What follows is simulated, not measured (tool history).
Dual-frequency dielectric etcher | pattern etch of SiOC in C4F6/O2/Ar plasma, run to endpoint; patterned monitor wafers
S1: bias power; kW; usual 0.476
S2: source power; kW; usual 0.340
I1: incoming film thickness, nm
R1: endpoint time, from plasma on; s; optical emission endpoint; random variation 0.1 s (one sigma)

run	hour	S1	S2	I1	R1
1	0.0	0.476	0.340	37.82	14.1
2	12.9	0.476	0.340	38.00	14.3
3	29.3	0.476	0.340	37.94	14.1
4	45.1	0.561	0.340	38.04	13.4
5	60.1	0.561	0.340	37.39	13.0
6	71.0	0.561	0.340	37.76	13.1
7	98.8	0.442	0.340	37.64	15.1
8	99.1	0.442	0.340	37.70	15.2
9	105.1	0.442	0.340	37.77	15.1
10	118.5	0.450	0.340	37.94	15.1
11	146.5	0.450	0.340	37.85	15.1
12	146.8	0.450	0.340	37.95	15.3
13	160.9	0.476	0.380	37.97	14.1
14	175.9	0.476	0.340	38.03	14.8
15	189.4	0.381	0.280	37.70	17.3
16	202.3	0.542	0.280	37.54	14.8
17	209.6	0.566	0.390	37.57	12.9
18	226.1	0.561	0.340	37.71	13.6
19	236.9	0.476	0.340	37.76	14.5
20	251.3	0.374	0.390	37.74	15.2
21	260.0	0.508	0.380	37.76	13.6
22	267.3	0.532	0.390	37.98	13.4
23	277.6	0.476	0.340	37.56	14.6
24	292.2	0.587	0.340	37.76	13.2
25	301.4	0.362	0.360	37.70	15.8
26	315.8	0.476	0.390	38.02	13.8

Taken out of this log: 4 entries between the listed runs. Where each belongs, and how the hidden state differs across it:
Between runs 6 and 7: wet clean of the chamber (hour 98.3)
  etch rate over this chamber's usual, %: 5.7 -> 0.675
  measured less the result without the state, R1: -0.8 -> -0.1 s
Between runs 9 and 10: bias power generator calibrated (hour 114.6)
  etch rate over this chamber's usual, %: 0.754 -> 0.923
  measured less the result without the state, R1: -0.1 -> -0.1 s
Between runs 10 and 11: upper electrode replaced (hour 146.0)
  etch rate over this chamber's usual, %: 0.923 -> 1.28
  measured less the result without the state, R1: -0.1 -> -0.2 s
Between runs 17 and 18: source power generator calibrated (hour 225.6)
  etch rate over this chamber's usual, %: 2.07 -> 2.28
  measured less the result without the state, R1: -0.3 -> -0.3 s
